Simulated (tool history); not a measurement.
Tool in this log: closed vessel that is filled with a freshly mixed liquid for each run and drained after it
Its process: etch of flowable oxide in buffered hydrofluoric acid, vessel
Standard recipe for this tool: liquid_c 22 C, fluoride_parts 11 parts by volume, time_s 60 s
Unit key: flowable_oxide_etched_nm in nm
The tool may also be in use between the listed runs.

run	hour	liquid_c	fluoride_parts	time_s	read-back film thickness of the flowable oxide reference wafer, read on the same gauge (nm)	flowable_oxide_etched_nm
1	0	22	11	60	50	160.88
2	66.3	22	13	80	50	189.65
3	111.1	22	13	80	50.01	188.5
4	175.6	22	11	60	50.01	168.2
5	208	22	11	60	49.99	168.04
6	274.1	22	11	60	49.99	170.64
7	329.8	22	11	60	49.99	170.98
# hour 398.9: hydrofluoric acid flow meter replaced
8	399.4	22	11	60	49.99	159.11
9	459.4	22	11	60	50	158.98
# hour 520.1: thermometer replaced
10	529.3	22	11	75	50.01	182.57
11	586.3	18	11	80	49.97	154.43
# hour 616.6: gauge calibrated
12	654.4	20.5	15	60	50.01	98.78
13	700.3	22	11	60	50	145.08
14	751.9	22	8.5	60	49.98	185.24
15	820.4	22	11	60	50.01	148.8
16	849.9	25.5	11	70	50.01	210.73
17	899.7	17.5	11	60	50.02	117.16
18	954.8	22	11	60	49.99	151.34
19	1012	22	9	60	49.98	180.57
20	1068.2	23.5	11	30	49.99	84.93
21	1113.4	22	15.5	60	50	111.96

4 options for the next run, each taken on its own from the tool as it stands now. Forecast them:
A	1114.1	22	7.5	60	?	?
B	1114.1	17.5	14.5	85	?	?
C	1114.1	22	12.5	60	?	?
D	1114.1	22	10	60	?	?

run	read-back film thickness of the flowable oxide reference wafer, read on the same gauge (nm)	flowable_oxide_etched_nm
A	50.02	224.21
B	50.02	131.05
C	50.02	137.56
D	50.02	167.03
Without the tool's hidden state the same runs would have given:
run	flowable_oxide_etched_nm
A	200.39
B	117.76
C	123.79
D	153.91
